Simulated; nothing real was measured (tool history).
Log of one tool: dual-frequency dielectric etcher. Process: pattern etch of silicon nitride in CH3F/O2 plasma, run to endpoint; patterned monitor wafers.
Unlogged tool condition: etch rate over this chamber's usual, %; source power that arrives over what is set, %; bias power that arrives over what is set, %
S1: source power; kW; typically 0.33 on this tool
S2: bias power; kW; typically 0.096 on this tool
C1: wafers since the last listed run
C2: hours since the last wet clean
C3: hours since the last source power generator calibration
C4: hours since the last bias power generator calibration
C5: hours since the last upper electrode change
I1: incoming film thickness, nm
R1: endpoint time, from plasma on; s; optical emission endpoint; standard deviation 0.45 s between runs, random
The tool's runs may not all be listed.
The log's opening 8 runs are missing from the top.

{"run": 9, "hour": 234.0, "S1": 0.29, "S2": 0.096, "C1": 104, "C2": 116.2, "C3": 2925.8, "C4": 3328.2, "C5": 3610.6, "I1": 97.6, "R1": 106}
{"run": 10, "hour": 264.2, "S1": 0.36, "S2": 0.096, "C1": 145, "C2": 146.4, "C3": 2956, "C4": 3358.4, "C5": 3640.8, "I1": 96.2, "R1": 96.3}
{"run": 11, "hour": 295.9, "S1": 0.33, "S2": 0.096, "C1": 153, "C2": 178.1, "C3": 2987.7, "C4": 3390.1, "C5": 3672.5, "I1": 96.5, "R1": 99.6}
{"run": 12, "hour": 324.8, "S1": 0.33, "S2": 0.096, "C1": 139, "C2": 207, "C3": 3016.6, "C4": 3419, "C5": 3701.4, "I1": 96.1, "R1": 99.6}
{"hour": 349.7, "done": "upper electrode replaced"}
{"run": 13, "hour": 350.2, "S1": 0.3, "S2": 0.096, "C1": 6, "C2": 232.4, "C3": 3042, "C4": 3444.4, "C5": 0.5, "I1": 97.1, "R1": 104.2}
{"run": 14, "hour": 367.0, "S1": 0.33, "S2": 0.096, "C1": 81, "C2": 249.2, "C3": 3058.8, "C4": 3461.2, "C5": 17.3, "I1": 96, "R1": 99.6}
{"run": 15, "hour": 381.9, "S1": 0.33, "S2": 0.096, "C1": 71, "C2": 264.1, "C3": 3073.7, "C4": 3476.1, "C5": 32.2, "I1": 96.4, "R1": 99.1}
{"run": 16, "hour": 404.9, "S1": 0.28, "S2": 0.089, "C1": 111, "C2": 287.1, "C3": 3096.7, "C4": 3499.1, "C5": 55.2, "I1": 97, "R1": 107.3}
{"run": 17, "hour": 439.6, "S1": 0.33, "S2": 0.096, "C1": 167, "C2": 321.8, "C3": 3131.4, "C4": 3533.8, "C5": 89.9, "I1": 96.1, "R1": 98.6}
{"run": 18, "hour": 454.2, "S1": 0.41, "S2": 0.096, "C1": 70, "C2": 336.4, "C3": 3146, "C4": 3548.4, "C5": 104.5, "I1": 96, "R1": 90.6}
{"run": 19, "hour": 476.5, "S1": 0.33, "S2": 0.096, "C1": 107, "C2": 358.7, "C3": 3168.3, "C4": 3570.7, "C5": 126.8, "I1": 97.7, "R1": 100.4}
{"run": 20, "hour": 510.9, "S1": 0.4, "S2": 0.109, "C1": 166, "C2": 393.1, "C3": 3202.7, "C4": 3605.1, "C5": 161.2, "I1": 96.5, "R1": 89.7}
{"run": 21, "hour": 536.4, "S1": 0.3, "S2": 0.108, "C1": 123, "C2": 418.6, "C3": 3228.2, "C4": 3630.6, "C5": 186.7, "I1": 96.5, "R1": 100.5}
{"run": 22, "hour": 562.0, "S1": 0.31, "S2": 0.076, "C1": 123, "C2": 444.2, "C3": 3253.8, "C4": 3656.2, "C5": 212.3, "I1": 96.8, "R1": 105.8}
{"hour": 574.8, "done": "source power generator calibrated"}
{"run": 23, "hour": 595.7, "S1": 0.28, "S2": 0.077, "C1": 143, "C2": 477.9, "C3": 20.9, "C4": 3689.9, "C5": 246, "I1": 96.2, "R1": 108.9}

The next listed run, before its measurement:
{"run": 24, "hour": 611.0, "S1": 0.33, "S2": 0.096, "C1": 73, "C2": 493.2, "C3": 36.2, "C4": 3705.2, "C5": 261.3, "I1": 96.5, "R1": "?"}

Run 24 measured R1 99 s.
On a tool with no hidden condition, and with the same random variation, this run would have come out at R1 102.5 s.

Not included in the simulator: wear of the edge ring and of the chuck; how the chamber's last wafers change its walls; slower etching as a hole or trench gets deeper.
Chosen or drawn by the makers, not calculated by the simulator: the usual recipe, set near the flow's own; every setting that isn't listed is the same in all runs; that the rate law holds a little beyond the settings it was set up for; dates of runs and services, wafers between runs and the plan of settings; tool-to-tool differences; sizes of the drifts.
